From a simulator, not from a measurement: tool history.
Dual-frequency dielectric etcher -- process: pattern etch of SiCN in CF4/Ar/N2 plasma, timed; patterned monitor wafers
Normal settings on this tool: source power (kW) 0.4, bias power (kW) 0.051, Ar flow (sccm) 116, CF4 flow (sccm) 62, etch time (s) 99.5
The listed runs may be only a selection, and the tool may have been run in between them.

run,hour,source power (kW),bias power (kW),Ar flow (sccm),CF4 flow (sccm),etch time (s),wafers since the last listed run,hours since the last wet clean,hours since the last source power generator calibration,hours since the last bias power generator calibration,hours since the last Ar flow controller change,hours since the last CF4 flow controller change,hours since the last upper electrode change,hours since the gauge calibration,"read-back reference wafer on the same gauge, depth_nm",mean etch depth across the wafer (angstrom)
1,0,0.48,0.051,116,62,99.5,0,439.8,2555.9,2195.6,3227.3,2958.2,5067.2,2238.5,59.1,777
# hour 84.3: bias power generator calibrated
2,91.5,0.4,0.051,116,62,99.5,1111,531.3,2647.4,7.2,3318.8,3049.7,5158.7,2330,59.1,644
# hour 118: upper electrode replaced
3,149.1,0.31,0.059,123,62,99.5,426,588.9,2705,64.8,3376.4,3107.3,31.1,2387.6,59.1,519
4,190.7,0.4,0.051,116,62,99.5,528,630.5,2746.6,106.4,3418,3148.9,72.7,2429.2,59.1,653
# hour 269.3: wet clean of the chamber
5,269.8,0.4,0.051,116,54,99.5,699,0.5,2825.7,185.5,3497.1,3228,151.8,2508.3,59,617
6,313.2,0.4,0.061,116,76,123.5,551,43.9,2869.1,228.9,3540.5,3271.4,195.2,2551.7,59.1,861
7,397.6,0.4,0.051,125,62,99.5,1072,128.3,2953.5,313.3,3624.9,3355.8,279.6,2636.1,59.2,619
# hour 435: source power generator calibrated
8,477.3,0.4,0.051,116,62,99.5,961,208,42.3,393,3704.6,3435.5,359.3,2715.8,59.1,638
# hour 490.1: Ar flow controller replaced
9,546.9,0.4,0.041,98,68,99.5,807,277.6,111.9,462.6,56.8,3505.1,428.9,2785.4,59.1,615
# hour 707.2: CF4 flow controller replaced
10,714.5,0.45,0.063,116,62,120.5,2052,445.2,279.5,630.2,224.4,7.3,596.5,2953,59,951
11,769,0.4,0.051,116,48,99.5,692,499.7,334,684.7,278.9,61.8,651,3007.5,59.1,622
# hour 811.4: gauge calibrated
12,840.5,0.4,0.051,116,62,99.5,908,571.2,405.5,756.2,350.4,133.3,722.5,29.1,59,646
# hour 889: wet clean of the chamber
13,1035.8,0.4,0.051,116,62,99.5,2176,146.8,600.8,951.5,545.7,328.6,917.8,224.4,59,626
14,1072.1,0.33,0.051,96,62,99.5,461,183.1,637.1,987.8,582,364.9,954.1,260.7,59.1,524
15,1145.7,0.34,0.051,116,72,89.5,934,256.7,710.7,1061.4,655.6,438.5,1027.7,334.3,59.1,484
16,1244.9,0.4,0.051,116,62,81.5,1260,355.9,809.9,1160.6,754.8,537.7,1126.9,433.5,59,519
17,1322.3,0.4,0.063,98,62,73,983,433.3,887.3,1238,832.2,615.1,1204.3,510.9,59.1,510
18,1405.3,0.31,0.059,123,62,99.5,1054,516.3,970.3,1321,915.2,698.1,1287.3,593.9,59.1,509
19,1505,0.4,0.051,87,53,99.5,1266,616,1070,1420.7,1014.9,797.8,1387,693.6,59.1,661
# hour 1600.3: wet clean of the chamber
20,1600.8,0.4,0.051,116,62,99.5,912,0.5,1165.8,1516.5,1110.7,893.6,1482.8,789.4,59.1,625
21,1685.9,0.4,0.041,90,67,111,1081,85.6,1250.9,1601.6,1195.8,978.7,1567.9,874.5,59.1,689
22,1789.4,0.31,0.051,116,62,99.5,1314,189.1,1354.4,1705.1,1299.3,1082.2,1671.4,978,59.2,485

Measured result minus the same run's result without the hidden state. Both carry the same run-to-run variation, though not necessarily the same gauge scatter:
What the log doesn't record here: etch rate over this chamber's usual, %; source power that arrives over what is set, %; bias power that arrives over what is set, %; Ar flow that arrives over what is set, %; CF4 flow that arrives over what is set, %; gauge reads high (%).
run,mean etch depth across the wafer (angstrom)
1,+14
2,+15
3,+14
4,+19
5,-1
6,+0
7,+3
8,+6
9,+9
10,+22
11,+16
12,+19
13,-4
14,-2
15,+0
16,+2
17,+4
18,+7
19,+13
20,+4
21,+7
22,+8

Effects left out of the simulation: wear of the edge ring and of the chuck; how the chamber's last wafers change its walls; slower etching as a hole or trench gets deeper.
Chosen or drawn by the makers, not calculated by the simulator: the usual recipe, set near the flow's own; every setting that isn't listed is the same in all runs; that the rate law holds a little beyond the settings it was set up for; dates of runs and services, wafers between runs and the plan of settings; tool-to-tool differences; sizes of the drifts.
